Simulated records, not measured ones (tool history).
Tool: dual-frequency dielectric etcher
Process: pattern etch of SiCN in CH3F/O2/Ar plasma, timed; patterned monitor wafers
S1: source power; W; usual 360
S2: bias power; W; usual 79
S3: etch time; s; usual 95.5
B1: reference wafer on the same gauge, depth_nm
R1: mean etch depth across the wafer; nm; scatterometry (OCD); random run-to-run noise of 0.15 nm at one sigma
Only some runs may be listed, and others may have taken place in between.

run,hour,S1,S2,S3,B1,R1
1,0,360,79,95.5,31.09,37.31
2,58.2,360,79,95.5,31.06,36.9
3,103.3,360,79,95.5,31.01,37.2
4,130.5,360,90,95.5,31.01,39.24
5,187.9,420,79,95.5,30.91,38.38
6,248.8,420,79,95.5,30.84,38.35
7,294.2,420,79,95.5,30.7,38.16
8,329.7,360,79,95.5,30.71,36.57
# hour 380.3: upper electrode replaced
9,380.8,410,89,73,30.57,30.21
# hour 393: bias power generator calibrated
10,394.2,310,79,109.5,30.59,40.32
# hour 405.5: gauge calibrated
# hour 425.9: wet clean of the chamber
11,426.4,270,68,111.5,31.03,37.89
12,491,360,72,68.5,31,25.6
13,544.8,360,79,95.5,30.95,37.04
# hour 609.9: source power generator calibrated
14,614,440,84,95.5,30.93,39.85

What will run 15 give?
15,652.9,360,79,95.5,?,?

Run 15 came out at B1 30.87, R1 36.81 nm.
Without the tool's hidden state the same run would have given R1 36.98 nm.
